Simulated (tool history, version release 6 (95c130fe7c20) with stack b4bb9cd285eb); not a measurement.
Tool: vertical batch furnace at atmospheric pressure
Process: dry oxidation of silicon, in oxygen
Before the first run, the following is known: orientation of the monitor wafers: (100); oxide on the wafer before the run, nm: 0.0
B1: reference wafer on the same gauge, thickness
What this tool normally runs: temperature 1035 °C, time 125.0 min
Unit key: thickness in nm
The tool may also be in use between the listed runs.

{"run": 1, "hour": 0.0, "temperature": 1035, "time": 125.0, "B1": 129.3, "thickness": 121.04}
{"run": 2, "hour": 32.8, "temperature": 1029, "time": 87.0, "B1": 129.04, "thickness": 90.0}
{"run": 3, "hour": 91.9, "temperature": 1029, "time": 87.0, "B1": 128.83, "thickness": 90.3}
{"hour": 152.8, "done": "gauge calibrated"}
{"run": 4, "hour": 154.4, "temperature": 1035, "time": 125.0, "B1": 131.3, "thickness": 123.54}
{"run": 5, "hour": 358.0, "temperature": 1035, "time": 125.0, "B1": 130.26, "thickness": 122.41}
{"run": 6, "hour": 424.9, "temperature": 1035, "time": 125.0, "B1": 129.99, "thickness": 122.14}
{"run": 7, "hour": 494.5, "temperature": 1043, "time": 125.0, "B1": 129.69, "thickness": 130.07}
{"hour": 541.1, "done": "thermocouples replaced and temperature profile calibrated"}
{"run": 8, "hour": 544.0, "temperature": 1043, "time": 125.0, "B1": 129.51, "thickness": 129.84}
{"hour": 732.5, "done": "gauge calibrated"}
{"hour": 738.7, "done": "boat lift adjusted"}
{"run": 9, "hour": 747.5, "temperature": 1022, "time": 66.5, "B1": 130.87, "thickness": 72.16}
{"run": 10, "hour": 796.5, "temperature": 1035, "time": 125.0, "B1": 130.54, "thickness": 122.75}
{"run": 11, "hour": 854.8, "temperature": 1026, "time": 174.0, "B1": 130.26, "thickness": 141.4}
{"run": 12, "hour": 902.1, "temperature": 1053, "time": 125.0, "B1": 130.01, "thickness": 141.31}
{"run": 13, "hour": 933.1, "temperature": 1052, "time": 74.0, "B1": 130.05, "thickness": 99.61}
{"run": 14, "hour": 996.8, "temperature": 1045, "time": 176.0, "B1": 129.65, "thickness": 166.07}

Difference, measured minus no-hidden-state, one row per run. Run-to-run variation is common to both terms; the gauge's own scatter need not be:
Unlogged tool condition in this case: true tube temperature minus thermocouple reading, K; monitor wafer colder than the profiled boat position, K; gauge reads high (%).
run=1 thickness=-1.67
run=2 thickness=-1.35
run=3 thickness=-1.55
run=4 thickness=+0.24
run=5 thickness=-0.62
run=6 thickness=-0.91
run=7 thickness=-1.29
run=8 thickness=-1.51
run=9 thickness=-0.12
run=10 thickness=-0.41
run=11 thickness=-0.76
run=12 thickness=-0.99
run=13 thickness=-0.81
run=14 thickness=-1.72
